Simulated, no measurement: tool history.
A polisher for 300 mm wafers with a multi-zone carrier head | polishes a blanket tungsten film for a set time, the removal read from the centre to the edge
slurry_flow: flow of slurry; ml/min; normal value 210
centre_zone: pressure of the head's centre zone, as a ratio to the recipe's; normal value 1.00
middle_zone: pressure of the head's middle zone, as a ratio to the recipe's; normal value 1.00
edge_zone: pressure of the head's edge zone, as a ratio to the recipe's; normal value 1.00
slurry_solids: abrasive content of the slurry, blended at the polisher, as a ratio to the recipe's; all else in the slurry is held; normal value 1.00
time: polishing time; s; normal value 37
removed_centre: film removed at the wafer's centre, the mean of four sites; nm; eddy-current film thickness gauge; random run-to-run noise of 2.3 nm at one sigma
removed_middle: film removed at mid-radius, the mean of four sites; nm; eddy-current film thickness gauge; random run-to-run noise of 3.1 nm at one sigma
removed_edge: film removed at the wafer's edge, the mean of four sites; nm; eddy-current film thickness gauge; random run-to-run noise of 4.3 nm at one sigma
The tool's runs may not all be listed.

| run | day | slurry_flow | centre_zone | middle_zone | edge_zone | slurry_solids | time | wafers since the last listed run | wafers polished on this pad | hours since the slurry nozzle was cleaned | hours since the centre zone pressure was calibrated | hours since the edge zone pressure was calibrated | hours since the carrier head's membrane was replaced | incoming thickness of the incoming film, nm | removed_centre | removed_middle | removed_edge |
|---|---|---|---|---|---|---|---|---|---|---|---|---|---|---|---|---|---|
| 1 | 0.000 | 210 | 1.00 | 1.00 | 1.00 | 1.00 | 37 | 0 | 440 | 633.4 | 1257.2 | 564.2 | 1397.4 | 821.0 | 263.2 | 264.3 | 270.5 |
| 2 | 0.571 | 210 | 1.00 | 1.00 | 1.00 | 1.00 | 37 | 127 | 568 | 647.1 | 1270.9 | 577.9 | 1411.1 | 820.8 | 257.7 | 258.7 | 268.0 |
| 3 | 0.858 | 210 | 1.00 | 1.00 | 1.00 | 1.00 | 37 | 64 | 632 | 654.0 | 1277.8 | 584.8 | 1418.0 | 822.7 | 258.3 | 261.8 | 270.2 |
|  | 1.146 | worn pad replaced by a new one |
| 4 | 1.554 | 210 | 1.00 | 1.00 | 1.00 | 1.00 | 37 | 118 | 91 | 670.7 | 1294.5 | 601.5 | 1434.7 | 814.1 | 273.0 | 272.9 | 288.7 |
| 5 | 2.050 | 210 | 1.00 | 1.00 | 1.00 | 1.00 | 37 | 110 | 202 | 682.6 | 1306.4 | 613.4 | 1446.6 | 819.4 | 268.4 | 269.3 | 274.3 |
| 6 | 2.521 | 210 | 1.00 | 1.00 | 1.00 | 1.00 | 37 | 105 | 307 | 693.9 | 1317.7 | 624.7 | 1457.9 | 808.8 | 258.6 | 257.5 | 268.4 |
| 7 | 3.238 | 210 | 1.00 | 1.00 | 1.00 | 1.00 | 37 | 160 | 468 | 711.1 | 1334.9 | 641.9 | 1475.1 | 830.8 | 254.7 | 256.6 | 261.9 |
| 8 | 3.625 | 210 | 1.00 | 1.00 | 1.00 | 1.10 | 37 | 86 | 554 | 720.4 | 1344.2 | 651.2 | 1484.4 | 814.5 | 257.4 | 260.8 | 271.4 |
| 9 | 4.346 | 210 | 1.00 | 1.09 | 1.09 | 1.00 | 37 | 161 | 716 | 737.7 | 1361.5 | 668.5 | 1501.7 | 811.4 | 248.6 | 273.7 | 277.9 |
|  | 4.558 | edge zone pressure recalibrated |
|  | 4.838 | worn pad replaced by a new one |
| 10 | 4.858 | 210 | 0.95 | 0.96 | 1.00 | 1.15 | 37 | 58 | 4 | 750.0 | 1373.8 | 7.2 | 1514.0 | 820.5 | 263.1 | 268.7 | 282.2 |
| 11 | 5.067 | 210 | 1.00 | 1.00 | 1.00 | 1.00 | 37 | 46 | 50 | 755.0 | 1378.8 | 12.2 | 1519.0 | 814.0 | 258.4 | 259.7 | 275.3 |
|  | 5.179 | centre zone pressure recalibrated |
| 12 | 5.321 | 210 | 1.00 | 0.91 | 1.00 | 1.00 | 37 | 38 | 89 | 761.1 | 3.4 | 18.3 | 1525.1 | 832.2 | 252.9 | 241.2 | 259.2 |
|  | 5.604 | slurry nozzle cleaned |
|  | 5.946 | carrier head's membrane replaced by a new one |
| 13 | 6.004 | 210 | 0.94 | 1.00 | 1.00 | 1.00 | 37 | 96 | 186 | 9.6 | 19.8 | 34.7 | 1.4 | 823.8 | 259.2 | 277.7 | 272.4 |
| 14 | 6.467 | 275 | 1.03 | 1.10 | 1.00 | 1.00 | 26 | 103 | 289 | 20.7 | 30.9 | 45.8 | 12.5 | 820.8 | 202.9 | 215.8 | 196.8 |
| 15 | 7.112 | 245 | 1.00 | 1.11 | 0.90 | 1.00 | 31 | 144 | 433 | 36.2 | 46.4 | 61.3 | 28.0 | 827.4 | 230.2 | 251.1 | 217.9 |
| 16 | 7.804 | 210 | 1.00 | 0.95 | 1.00 | 1.00 | 37 | 154 | 588 | 52.8 | 63.0 | 77.9 | 44.6 | 826.2 | 263.8 | 259.1 | 268.0 |
| 17 | 8.079 | 210 | 1.00 | 1.08 | 1.00 | 1.00 | 37 | 61 | 650 | 59.4 | 69.6 | 84.5 | 51.2 | 826.9 | 265.6 | 286.1 | 267.2 |
|  | 8.279 | worn pad replaced by a new one |
| 18 | 8.742 | 245 | 1.00 | 1.11 | 0.90 | 1.00 | 31 | 110 | 103 | 75.3 | 85.5 | 100.4 | 67.1 | 815.9 | 248.6 | 266.8 | 233.4 |
| 19 | 9.475 | 210 | 1.00 | 1.00 | 1.00 | 1.00 | 37 | 164 | 267 | 92.9 | 103.1 | 118.0 | 84.7 | 812.4 | 278.7 | 276.0 | 281.2 |
| 20 | 10.096 | 210 | 1.00 | 1.09 | 1.00 | 1.00 | 37 | 138 | 406 | 107.8 | 118.0 | 132.9 | 99.6 | 821.1 | 279.2 | 295.6 | 266.5 |
| 21 | 10.683 | 265 | 1.00 | 1.10 | 1.00 | 1.00 | 37 | 131 | 538 | 121.9 | 132.1 | 147.0 | 113.7 | 827.9 | 283.9 | 302.5 | 282.1 |

Below are 5 alternative next runs, each starting from the tool's condition after run 21. Predict each:
| A | 10.700 | 210 | 1.00 | 1.00 | 1.00 | 1.00 | 37 | 3 | 541 | 122.3 | 132.5 | 147.4 | 114.1 | 819.5 | ? | ? | ? |
| B | 10.700 | 180 | 1.00 | 0.92 | 1.00 | 0.70 | 47 | 3 | 541 | 122.3 | 132.5 | 147.4 | 114.1 | 819.5 | ? | ? | ? |
| C | 10.700 | 210 | 1.00 | 0.90 | 1.00 | 1.00 | 37 | 3 | 541 | 122.3 | 132.5 | 147.4 | 114.1 | 819.5 | ? | ? | ? |
| D | 10.700 | 275 | 1.00 | 1.00 | 1.00 | 1.25 | 37 | 3 | 541 | 122.3 | 132.5 | 147.4 | 114.1 | 819.5 | ? | ? | ? |
| E | 10.700 | 210 | 1.00 | 1.00 | 1.00 | 0.75 | 37 | 3 | 541 | 122.3 | 132.5 | 147.4 | 114.1 | 819.5 | ? | ? | ? |

| run | removed_centre | removed_middle | removed_edge |
|---|---|---|---|
| A | 271.8 | 271.8 | 276.1 |
| B | 309.9 | 291.8 | 318.5 |
| C | 271.7 | 250.8 | 276.5 |
| D | 297.9 | 296.7 | 298.6 |
| E | 255.2 | 255.2 | 259.3 |
Take away the tool's hidden state, keep each run's random variation, and the runs would have read:
| run | removed_centre | removed_middle | removed_edge |
|---|---|---|---|
| A | 301.5 | 301.2 | 305.5 |
| B | 344.1 | 323.7 | 352.7 |
| C | 301.3 | 277.9 | 305.9 |
| D | 329.8 | 328.2 | 330.1 |
| E | 283.1 | 282.8 | 286.8 |
